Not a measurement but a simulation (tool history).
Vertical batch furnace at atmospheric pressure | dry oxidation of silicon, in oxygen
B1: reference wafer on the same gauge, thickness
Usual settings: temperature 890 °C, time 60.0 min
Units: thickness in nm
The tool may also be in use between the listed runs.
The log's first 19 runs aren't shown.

Run 20, hour 942.2: usual settings but temperature 897 °C; B1 29.34. Result: thickness 28.83 nm.
At hour 948.4: gauge calibrated.
At hour 1005.9: boat lift adjusted.
Run 21, hour 1006.4: usual settings; B1 29.32. Result: thickness 26.74 nm.
Run 22, hour 1021.1: usual settings but time 87.5 min; B1 29.29. Result: thickness 34.69 nm.
Run 23, hour 1056.4: usual settings but temperature 910 °C, time 46.5 min; B1 29.28. Result: thickness 27.57 nm.
Run 24, hour 1127.2: usual settings but temperature 915 °C; B1 29.28. Result: thickness 34.44 nm.
Run 25, hour 1182.7: usual settings but temperature 898 °C, time 81.0 min; B1 29.31. Result: thickness 35.81 nm.
Run 26, hour 1226.5: usual settings but time 41.5 min; B1 29.27. Result: thickness 20.74 nm.
Run 27, hour 1273.4: usual settings but temperature 903 °C, time 31.5 min; B1 29.31. Result: thickness 19.56 nm.
Run 28, hour 1304.4: usual settings; B1 29.22. Result: thickness 26.55 nm.
Run 29, hour 1329.4: usual settings; B1 29.29. Result: thickness 26.81 nm.
Run 30, hour 1357.3: usual settings but temperature 871 °C, time 36.5 min; B1 29.29. Result: thickness 15.27 nm.
Run 31, hour 1393.3: usual settings but temperature 905 °C, time 81.5 min; B1 29.28. Result: thickness 38.48 nm.
Run 32, hour 1440.3: usual settings; B1 29.30. Result: thickness 26.58 nm.
Run 33, hour 1477.4: usual settings but temperature 900 °C, time 41.5 min; B1 29.32. Result: thickness 22.80 nm.
Run 34, hour 1540.1: usual settings but temperature 875 °C, time 47.0 min; B1 29.29. Result: thickness 19.42 nm.
Run 35, hour 1568.0: usual settings but temperature 906 °C, time 69.0 min; B1 29.34. Result: thickness 34.54 nm.
Run 36, hour 1600.1: usual settings but temperature 902 °C, time 34.5 min; B1 29.26. Result: thickness 20.68 nm.
Run 37, hour 1667.4: usual settings but temperature 905 °C, time 50.5 min; B1 29.29. Result: thickness 27.76 nm.
Run 38, hour 1710.5: usual settings but temperature 905 °C, time 80.0 min; B1 29.38. Result: thickness 38.13 nm.
Run 39, hour 1751.8: usual settings; B1 29.31. Result: thickness 26.80 nm.

4 ways to go on from here, each from the tool as it stands after run 39. What would each give?
Run A, hour 1756.9: usual settings but time 47.5 min; B1 ?. Result: thickness ?.
Run B, hour 1756.9: usual settings but temperature 904 °C, time 80.5 min; B1 ?. Result: thickness ?.
Run C, hour 1756.9: usual settings but temperature 909 °C; B1 ?. Result: thickness ?.
Run D, hour 1756.9: usual settings but temperature 904 °C, time 81.5 min; B1 ?. Result: thickness ?.

run     B1  thickness
  A  29.31      22.98
  B  29.31      38.27
  C  29.31      32.83
  D  29.31      38.60
Without the tool's hidden state the same runs would have given:
run  thickness
  A      22.98
  B      38.27
  C      32.83
  D      38.60
